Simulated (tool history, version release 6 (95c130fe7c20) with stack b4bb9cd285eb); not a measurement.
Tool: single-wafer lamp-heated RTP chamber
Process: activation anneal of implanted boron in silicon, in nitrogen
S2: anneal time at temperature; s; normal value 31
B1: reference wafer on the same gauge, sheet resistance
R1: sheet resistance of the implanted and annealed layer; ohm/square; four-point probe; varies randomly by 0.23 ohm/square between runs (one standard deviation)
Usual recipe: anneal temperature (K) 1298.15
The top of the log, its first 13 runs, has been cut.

{"run": 14, "hour": 1075.4, "anneal temperature (K)": 1298.15, "S2": 25, "B1": 175.91, "R1": 152.71}
{"run": 15, "hour": 1152.0, "anneal temperature (K)": 1298.15, "S2": 25, "B1": 175.97, "R1": 152.9}
{"run": 16, "hour": 1206.8, "anneal temperature (K)": 1269.15, "S2": 26, "B1": 175.97, "R1": 156.99}
{"hour": 1270.3, "done": "reflector plate cleaned"}
{"run": 17, "hour": 1303.8, "anneal temperature (K)": 1287.15, "S2": 31, "B1": 175.94, "R1": 153.49}
{"run": 18, "hour": 1341.3, "anneal temperature (K)": 1298.15, "S2": 31, "B1": 175.98, "R1": 152.2}
{"hour": 1362.8, "done": "pyrometer window cleaned and pyrometer calibrated"}
{"run": 19, "hour": 1402.7, "anneal temperature (K)": 1284.15, "S2": 39, "B1": 175.96, "R1": 153.97}
{"run": 20, "hour": 1508.8, "anneal temperature (K)": 1280.15, "S2": 24, "B1": 175.92, "R1": 155.27}
{"run": 21, "hour": 1583.2, "anneal temperature (K)": 1298.15, "S2": 37, "B1": 176.02, "R1": 152.72}
{"run": 22, "hour": 1690.5, "anneal temperature (K)": 1298.15, "S2": 31, "B1": 175.99, "R1": 152.5}
{"run": 23, "hour": 1752.1, "anneal temperature (K)": 1287.15, "S2": 31, "B1": 176.01, "R1": 153.8}
{"run": 24, "hour": 1788.9, "anneal temperature (K)": 1277.15, "S2": 47, "B1": 175.89, "R1": 154.27}
{"run": 25, "hour": 1860.5, "anneal temperature (K)": 1277.15, "S2": 31, "B1": 176.03, "R1": 155.03}
{"hour": 1914.1, "done": "pyrometer window cleaned and pyrometer calibrated"}
{"run": 26, "hour": 1957.2, "anneal temperature (K)": 1298.15, "S2": 31, "B1": 176.14, "R1": 152.32}
{"run": 27, "hour": 2038.2, "anneal temperature (K)": 1284.15, "S2": 47, "B1": 176.03, "R1": 153.42}
{"run": 28, "hour": 2113.6, "anneal temperature (K)": 1298.15, "S2": 44, "B1": 176.15, "R1": 151.89}
{"run": 29, "hour": 2220.3, "anneal temperature (K)": 1298.15, "S2": 43, "B1": 176.05, "R1": 151.78}

Run 30, settings as shown, results not yet in. Your forecast:
{"run": 30, "hour": 2293.3, "anneal temperature (K)": 1298.15, "S2": 31, "B1": "?", "R1": "?"}

{"run 30": {"B1": 176.04, "R1": 153.02}}
On a tool with no hidden condition, and with the same random variation, this run would have come out at R1 153.31 ohm/square.
